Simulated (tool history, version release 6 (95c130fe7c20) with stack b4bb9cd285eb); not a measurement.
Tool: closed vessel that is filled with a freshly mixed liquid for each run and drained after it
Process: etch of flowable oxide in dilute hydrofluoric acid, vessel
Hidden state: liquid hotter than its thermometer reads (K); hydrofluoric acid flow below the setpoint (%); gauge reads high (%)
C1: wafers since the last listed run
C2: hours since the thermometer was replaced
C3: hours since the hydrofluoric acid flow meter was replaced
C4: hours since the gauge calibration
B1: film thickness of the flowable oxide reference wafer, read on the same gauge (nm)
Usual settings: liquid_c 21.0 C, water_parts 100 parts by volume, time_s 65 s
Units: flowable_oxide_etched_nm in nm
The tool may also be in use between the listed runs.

run 1 day=0.000 | liquid_c=21.0 water_parts=100 time_s=65 | C1=0 C2=599.1 C3=410.6 C4=1237.3 | B1=100.00 | flowable_oxide_etched_nm=16.02
run 2 day=1.492 | liquid_c=21.0 water_parts=100 time_s=65 | C1=2531 C2=634.9 C3=446.4 C4=1273.1 | B1=100.01 | flowable_oxide_etched_nm=16.00
run 3 day=2.725 | liquid_c=21.0 water_parts=100 time_s=65 | C1=2092 C2=664.5 C3=476.0 C4=1302.7 | B1=99.96 | flowable_oxide_etched_nm=16.06
run 4 day=4.692 | liquid_c=21.0 water_parts=100 time_s=65 | C1=3337 C2=711.7 C3=523.2 C4=1349.9 | B1=100.02 | flowable_oxide_etched_nm=15.99
run 5 day=6.767 | liquid_c=21.0 water_parts=100 time_s=65 | C1=3521 C2=761.5 C3=573.0 C4=1399.7 | B1=100.00 | flowable_oxide_etched_nm=16.07
run 6 day=9.167 | liquid_c=21.0 water_parts=100 time_s=65 | C1=4072 C2=819.1 C3=630.6 C4=1457.3 | B1=99.99 | flowable_oxide_etched_nm=16.04
run 7 day=11.983 | liquid_c=21.0 water_parts=100 time_s=65 | C1=4779 C2=886.7 C3=698.2 C4=1524.9 | B1=100.00 | flowable_oxide_etched_nm=16.13
run 8 day=13.767 | liquid_c=21.0 water_parts=100 time_s=65 | C1=3026 C2=929.5 C3=741.0 C4=1567.7 | B1=100.02 | flowable_oxide_etched_nm=16.18
run 9 day=16.642 | liquid_c=21.0 water_parts=100 time_s=65 | C1=4878 C2=998.5 C3=810.0 C4=1636.7 | B1=100.00 | flowable_oxide_etched_nm=16.21
run 10 day=17.892 | liquid_c=21.0 water_parts=100 time_s=95 | C1=2121 C2=1028.5 C3=840.0 C4=1666.7 | B1=100.01 | flowable_oxide_etched_nm=23.70
run 11 day=20.804 | liquid_c=24.0 water_parts=85 time_s=90 | C1=4942 C2=1098.4 C3=909.9 C4=1736.6 | B1=99.98 | flowable_oxide_etched_nm=30.13
-- day=23.150 hydrofluoric acid flow meter replaced
run 12 day=23.554 | liquid_c=21.0 water_parts=75 time_s=65 | C1=4595 C2=1164.4 C3=9.7 C4=1802.6 | B1=100.05 | flowable_oxide_etched_nm=22.12
run 13 day=25.192 | liquid_c=18.5 water_parts=100 time_s=45 | C1=2778 C2=1203.7 C3=49.0 C4=1841.9 | B1=100.04 | flowable_oxide_etched_nm=10.06
run 14 day=26.800 | liquid_c=21.0 water_parts=140 time_s=65 | C1=2729 C2=1242.3 C3=87.6 C4=1880.5 | B1=100.01 | flowable_oxide_etched_nm=11.09
run 15 day=28.262 | liquid_c=21.0 water_parts=85 time_s=95 | C1=2481 C2=1277.4 C3=122.7 C4=1915.6 | B1=100.03 | flowable_oxide_etched_nm=28.46
run 16 day=29.358 | liquid_c=24.0 water_parts=80 time_s=65 | C1=1859 C2=1303.7 C3=149.0 C4=1941.9 | B1=100.00 | flowable_oxide_etched_nm=23.42
run 17 day=31.329 | liquid_c=25.5 water_parts=50 time_s=30 | C1=3344 C2=1351.0 C3=196.3 C4=1989.2 | B1=99.98 | flowable_oxide_etched_nm=19.26
run 18 day=32.804 | liquid_c=21.0 water_parts=100 time_s=65 | C1=2502 C2=1386.4 C3=231.7 C4=2024.6 | B1=100.00 | flowable_oxide_etched_nm=16.31
run 19 day=35.692 | liquid_c=23.5 water_parts=100 time_s=95 | C1=4899 C2=1455.7 C3=301.0 C4=2093.9 | B1=100.05 | flowable_oxide_etched_nm=26.23
-- day=35.896 thermometer replaced
-- day=36.512 gauge calibrated
run 20 day=37.046 | liquid_c=21.0 water_parts=100 time_s=65 | C1=2227 C2=27.6 C3=333.5 C4=12.8 | B1=99.98 | flowable_oxide_etched_nm=16.05
run 21 day=38.208 | liquid_c=21.0 water_parts=100 time_s=65 | C1=1972 C2=55.5 C3=361.4 C4=40.7 | B1=99.99 | flowable_oxide_etched_nm=16.04
run 22 day=39.950 | liquid_c=22.5 water_parts=100 time_s=50 | C1=2955 C2=97.3 C3=403.2 C4=82.5 | B1=99.99 | flowable_oxide_etched_nm=13.01
run 23 day=41.467 | liquid_c=25.0 water_parts=80 time_s=65 | C1=2573 C2=133.7 C3=439.6 C4=118.9 | B1=100.01 | flowable_oxide_etched_nm=24.00
run 24 day=43.412 | liquid_c=23.5 water_parts=135 time_s=85 | C1=3301 C2=180.4 C3=486.3 C4=165.6 | B1=99.97 | flowable_oxide_etched_nm=16.47
run 25 day=45.450 | liquid_c=21.0 water_parts=100 time_s=65 | C1=3457 C2=229.3 C3=535.2 C4=214.5 | B1=100.03 | flowable_oxide_etched_nm=16.06
run 26 day=47.629 | liquid_c=22.5 water_parts=100 time_s=50 | C1=3697 C2=281.6 C3=587.5 C4=266.8 | B1=100.01 | flowable_oxide_etched_nm=13.06
run 27 day=48.792 | liquid_c=21.0 water_parts=60 time_s=80 | C1=1972 C2=309.5 C3=615.4 C4=294.7 | B1=100.06 | flowable_oxide_etched_nm=34.55
run 28 day=51.692 | liquid_c=21.0 water_parts=100 time_s=65 | C1=4920 C2=379.1 C3=685.0 C4=364.3 | B1=99.97 | flowable_oxide_etched_nm=15.94
run 29 day=54.304 | liquid_c=21.0 water_parts=80 time_s=65 | C1=4433 C2=441.8 C3=747.7 C4=427.0 | B1=100.04 | flowable_oxide_etched_nm=20.41
run 30 day=55.554 | liquid_c=25.5 water_parts=125 time_s=40 | C1=2121 C2=471.8 C3=777.7 C4=457.0 | B1=100.01 | flowable_oxide_etched_nm=9.19
run 31 day=58.142 | liquid_c=21.0 water_parts=120 time_s=65 | C1=4390 C2=533.9 C3=839.8 C4=519.1 | B1=100.02 | flowable_oxide_etched_nm=13.11
run 32 day=59.158 | liquid_c=19.5 water_parts=145 time_s=30 | C1=1725 C2=558.3 C3=864.2 C4=543.5 | B1=99.98 | flowable_oxide_etched_nm=4.58
-- day=61.088 hydrofluoric acid flow meter replaced
run 33 day=61.579 | liquid_c=22.5 water_parts=130 time_s=95 | C1=4037 C2=616.4 C3=11.8 C4=601.6 | B1=100.04 | flowable_oxide_etched_nm=18.55

What the log doesn't show, run by run:
hydrofluoric acid flow below the setpoint (%): 0 in every run
gauge reads high (%): 0 in every run
H1: liquid hotter than its thermometer reads (K)
run=1 H1=0.268
run=2 H1=0.284
run=3 H1=0.297
run=4 H1=0.317
run=5 H1=0.339
run=6 H1=0.364
run=7 H1=0.394
run=8 H1=0.412
run=9 H1=0.443
run=10 H1=0.456
run=11 H1=0.486
run=12 H1=0.515
run=13 H1=0.532
run=14 H1=0.549
run=15 H1=0.565
run=16 H1=0.576
run=17 H1=0.597
run=18 H1=0.612
run=19 H1=0.642
run=20 H1=0.0996
run=21 H1=0.112
run=22 H1=0.13
run=23 H1=0.146
run=24 H1=0.166
run=25 H1=0.188
run=26 H1=0.211
run=27 H1=0.223
run=28 H1=0.253
run=29 H1=0.281
run=30 H1=0.294
run=31 H1=0.321
run=32 H1=0.332
run=33 H1=0.357
